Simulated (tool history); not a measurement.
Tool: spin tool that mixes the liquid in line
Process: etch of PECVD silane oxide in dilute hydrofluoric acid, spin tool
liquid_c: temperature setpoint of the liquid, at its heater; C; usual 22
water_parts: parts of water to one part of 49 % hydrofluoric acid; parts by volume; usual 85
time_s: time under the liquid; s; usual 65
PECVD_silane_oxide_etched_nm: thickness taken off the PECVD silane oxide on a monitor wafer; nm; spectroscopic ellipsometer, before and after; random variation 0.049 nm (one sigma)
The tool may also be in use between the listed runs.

run,hour,liquid_c,water_parts,time_s,"read-back film thickness of the PECVD silane oxide reference wafer, read on the same gauge (nm)",PECVD_silane_oxide_etched_nm
1,0,22,85,40,60,8.01
2,28.9,22,85,40,59.99,7.95
3,60.5,19,85,65,59.96,11.39
4,92.3,22,85,65,59.97,12.79
5,112.9,22,85,65,59.99,12.79
6,128.2,22,85,65,59.98,12.78
# hour 145.9: gauge calibrated
7,155.9,22,85,65,60.02,12.78
8,217.4,20,85,35,60,6.2
# hour 228.2: thermometer replaced
9,234.3,20,85,35,59.98,7.12
10,256.2,20,85,35,59.99,7.12
11,318.3,21,85,65,60.01,13.65
12,342.5,21,85,65,60.04,13.63
13,367.3,21,85,65,60.05,13.58
14,397.8,24,85,90,60.01,21.14
15,420.2,25.5,55,30,60.02,12.08
# hour 422.1: hydrofluoric acid flow meter replaced
16,434,22,85,65,60.03,14.98
17,457,18,85,25,59.98,4.84
# hour 470.4: gauge calibrated
18,477.1,22,60,65,60.03,21.79
19,494.4,25,70,35,60.02,11.2
20,507.2,22,85,65,59.98,14.84
21,519.4,26,60,65,60.02,25.61
22,538.5,22,85,65,60.01,14.81
23,559.6,20.5,85,65,59.99,13.93
24,592.9,22,125,55,59.98,8.06
25,616,22,85,65,60.03,14.65
26,648.8,24,85,65,60.01,15.81

4 ways to go on from here, each from the tool as it stands after run 26. What would each give?
A,649.2,22,110,65,?,?
B,649.2,19.5,95,75,?,?
C,649.2,26.5,125,40,?,?
D,649.2,22,50,65,?,?

run,"read-back film thickness of the PECVD silane oxide reference wafer, read on the same gauge (nm)",PECVD_silane_oxide_etched_nm
A,60.01,10.97
B,60.01,13.46
C,60.01,6.96
D,60.01,25.95
Without the tool's hidden state the same runs would have given:
run,PECVD_silane_oxide_etched_nm
A,11.48
B,14.09
C,7.28
D,27.16

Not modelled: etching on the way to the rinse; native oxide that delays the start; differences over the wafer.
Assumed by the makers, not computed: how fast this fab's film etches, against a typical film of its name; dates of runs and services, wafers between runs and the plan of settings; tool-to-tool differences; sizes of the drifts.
